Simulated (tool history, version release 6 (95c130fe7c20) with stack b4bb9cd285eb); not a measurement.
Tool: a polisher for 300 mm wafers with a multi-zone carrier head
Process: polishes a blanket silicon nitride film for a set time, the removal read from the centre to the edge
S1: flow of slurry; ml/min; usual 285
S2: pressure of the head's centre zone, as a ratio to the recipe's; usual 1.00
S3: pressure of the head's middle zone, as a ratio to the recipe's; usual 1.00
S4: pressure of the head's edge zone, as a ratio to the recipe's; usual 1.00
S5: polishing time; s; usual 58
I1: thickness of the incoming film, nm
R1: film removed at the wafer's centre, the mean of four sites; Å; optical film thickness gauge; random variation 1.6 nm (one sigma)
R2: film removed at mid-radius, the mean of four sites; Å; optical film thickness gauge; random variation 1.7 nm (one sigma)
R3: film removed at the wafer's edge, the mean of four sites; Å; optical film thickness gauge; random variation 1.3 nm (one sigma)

Run 1, hour 0.0: usual settings but S1 330 ml/min; I1 511.1. Result: R1 1184 Å, R2 1193 Å, R3 1186 Å.
At hour 55.3: worn pad replaced by a new one.
Run 2, hour 64.8: usual settings; I1 502.7. Result: R1 1170 Å, R2 1160 Å, R3 1181 Å.
Run 3, hour 150.6: usual settings but S3 1.08, S5 69 s; I1 510.7. Result: R1 1391 Å, R2 1515 Å, R3 1398 Å.
Run 4, hour 227.5: usual settings but S1 240 ml/min, S2 0.96, S3 0.94; I1 511.6. Result: R1 1132 Å, R2 1112 Å, R3 1170 Å.
Run 5, hour 303.4: usual settings but S2 1.10, S5 46 s; I1 508.9. Result: R1 999 Å, R2 933 Å, R3 945 Å.
At hour 352.2: edge zone pressure recalibrated.
Run 6, hour 357.1: usual settings but S1 380 ml/min; I1 508.1. Result: R1 1165 Å, R2 1168 Å, R3 1194 Å.
Run 7, hour 441.9: usual settings but S1 240 ml/min, S2 1.04, S4 1.04, S5 64 s; I1 499.7. Result: R1 1301 Å, R2 1275 Å, R3 1324 Å.
At hour 475.8: slurry nozzle cleaned.
Run 8, hour 512.8: usual settings but S4 0.93; I1 514.7. Result: R1 1167 Å, R2 1180 Å, R3 1140 Å.
Run 9, hour 586.8: usual settings but S1 210 ml/min, S2 0.94, S4 0.95; I1 506.0. Result: R1 1075 Å, R2 1150 Å, R3 1147 Å.
At hour 592.0: carrier head's membrane replaced by a new one.
At hour 619.8: worn pad replaced by a new one.
At hour 631.1: centre zone pressure recalibrated.
Run 10, hour 688.9: usual settings; I1 508.1. Result: R1 1182 Å, R2 1194 Å, R3 1174 Å.
Run 11, hour 789.1: usual settings but S4 1.08, S5 53 s; I1 508.2. Result: R1 1063 Å, R2 1067 Å, R3 1115 Å.
Run 12, hour 848.5: usual settings but S1 320 ml/min, S2 1.12, S3 0.96, S4 1.05; I1 510.8. Result: R1 1321 Å, R2 1144 Å, R3 1231 Å.
Run 13, hour 952.5: usual settings but S3 1.09, S5 74 s; I1 510.5. Result: R1 1513 Å, R2 1583 Å, R3 1515 Å.
Run 14, hour 1013.9: usual settings but S1 255 ml/min, S3 1.08, S4 1.09, S5 72 s; I1 511.2. Result: R1 1474 Å, R2 1538 Å, R3 1510 Å.
Run 15, hour 1088.6: usual settings but S3 1.09, S5 65 s; I1 519.5. Result: R1 1283 Å, R2 1442 Å, R3 1306 Å.
Run 16, hour 1133.5: usual settings but S2 1.04, S3 0.96; I1 499.9. Result: R1 1192 Å, R2 1115 Å, R3 1165 Å.
At hour 1168.8: slurry nozzle cleaned.
At hour 1222.4: centre zone pressure recalibrated.
Run 17, hour 1236.2: usual settings but S2 0.89, S3 0.91; I1 503.3. Result: R1 1024 Å, R2 1076 Å, R3 1187 Å.
Run 18, hour 1300.6: usual settings but S2 1.09, S5 47 s; I1 511.0. Result: R1 1041 Å, R2 943 Å, R3 939 Å.
At hour 1315.3: worn pad replaced by a new one.
Run 19, hour 1369.6: usual settings; I1 503.4. Result: R1 1166 Å, R2 1175 Å, R3 1183 Å.
Run 20, hour 1445.4: usual settings; I1 507.8. Result: R1 1174 Å, R2 1181 Å, R3 1181 Å.
Run 21, hour 1503.6: usual settings; I1 505.8. Result: R1 1188 Å, R2 1185 Å, R3 1161 Å.
Run 22, hour 1602.1: usual settings but S4 0.97; I1 511.2. Result: R1 1168 Å, R2 1173 Å, R3 1151 Å.

Forecast each of these 4 alternatives for the next run:
Run A, hour 1602.5: usual settings; I1 508.4. Result: R1 ?, R2 ?, R3 ?.
Run B, hour 1602.5: usual settings but S1 255 ml/min, S2 0.95, S3 1.12, S4 1.07; I1 508.4. Result: R1 ?, R2 ?, R3 ?.
Run C, hour 1602.5: usual settings but S1 245 ml/min, S2 0.88, S3 0.90, S5 63 s; I1 508.4. Result: R1 ?, R2 ?, R3 ?.
Run D, hour 1602.5: usual settings but S1 330 ml/min, S3 1.06, S4 0.88, S5 69 s; I1 508.4. Result: R1 ?, R2 ?, R3 ?.

run    R1    R2    R3
  A  1168  1164  1191
  B  1096  1267  1218
  C  1094  1140  1280
  D  1412  1476  1348
Without the tool's hidden state the same runs would have given:
run    R1    R2    R3
  A  1168  1164  1191
  B  1096  1267  1218
  C  1094  1140  1280
  D  1412  1476  1348
